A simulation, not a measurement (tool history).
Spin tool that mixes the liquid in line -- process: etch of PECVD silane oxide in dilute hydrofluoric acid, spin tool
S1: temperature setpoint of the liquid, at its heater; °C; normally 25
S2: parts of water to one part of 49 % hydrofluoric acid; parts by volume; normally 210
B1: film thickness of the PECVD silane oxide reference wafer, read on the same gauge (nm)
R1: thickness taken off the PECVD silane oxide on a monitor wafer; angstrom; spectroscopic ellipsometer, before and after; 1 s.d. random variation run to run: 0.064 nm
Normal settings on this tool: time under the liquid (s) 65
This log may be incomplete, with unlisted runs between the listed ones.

run 1 hour=0.0 | S1=25 S2=210 time_under_the_liquid_(s)=65 | B1=40.00 | R1=113.9
run 2 hour=44.7 | S1=25 S2=210 time_under_the_liquid_(s)=65 | B1=40.01 | R1=113.6
run 3 hour=87.9 | S1=25 S2=255 time_under_the_liquid_(s)=65 | B1=39.98 | R1=89.6
-- hour=107.5 gauge calibrated
run 4 hour=183.0 | S1=25 S2=255 time_under_the_liquid_(s)=65 | B1=40.00 | R1=87.5
run 5 hour=230.8 | S1=25 S2=210 time_under_the_liquid_(s)=65 | B1=40.00 | R1=112.7
run 6 hour=325.7 | S1=25 S2=210 time_under_the_liquid_(s)=65 | B1=40.03 | R1=112.6
run 7 hour=415.8 | S1=25 S2=210 time_under_the_liquid_(s)=65 | B1=40.02 | R1=111.1
run 8 hour=514.2 | S1=25 S2=210 time_under_the_liquid_(s)=65 | B1=40.00 | R1=110.3
run 9 hour=559.8 | S1=25 S2=210 time_under_the_liquid_(s)=65 | B1=40.01 | R1=111.4
run 10 hour=658.8 | S1=25 S2=210 time_under_the_liquid_(s)=65 | B1=39.98 | R1=110.0
run 11 hour=715.9 | S1=25 S2=210 time_under_the_liquid_(s)=65 | B1=39.99 | R1=109.3
run 12 hour=805.1 | S1=25 S2=210 time_under_the_liquid_(s)=80 | B1=40.00 | R1=135.4
-- hour=850.3 hydrofluoric acid flow meter replaced
run 13 hour=901.7 | S1=25 S2=210 time_under_the_liquid_(s)=80 | B1=40.01 | R1=128.3
run 14 hour=946.0 | S1=25 S2=210 time_under_the_liquid_(s)=80 | B1=40.00 | R1=127.4
run 15 hour=1038.3 | S1=25 S2=210 time_under_the_liquid_(s)=65 | B1=40.01 | R1=102.5
run 16 hour=1123.7 | S1=25 S2=210 time_under_the_liquid_(s)=65 | B1=39.99 | R1=101.8

Run 17 comes next. What will it give?
run 17 hour=1164.7 | S1=25 S2=255 time_under_the_liquid_(s)=65 | B1=? | R1=?

Run 17 came out at B1 40.02, R1 79.4 angstrom.
With no hidden state in the tool, this same run would have given R1 90.1 angstrom.

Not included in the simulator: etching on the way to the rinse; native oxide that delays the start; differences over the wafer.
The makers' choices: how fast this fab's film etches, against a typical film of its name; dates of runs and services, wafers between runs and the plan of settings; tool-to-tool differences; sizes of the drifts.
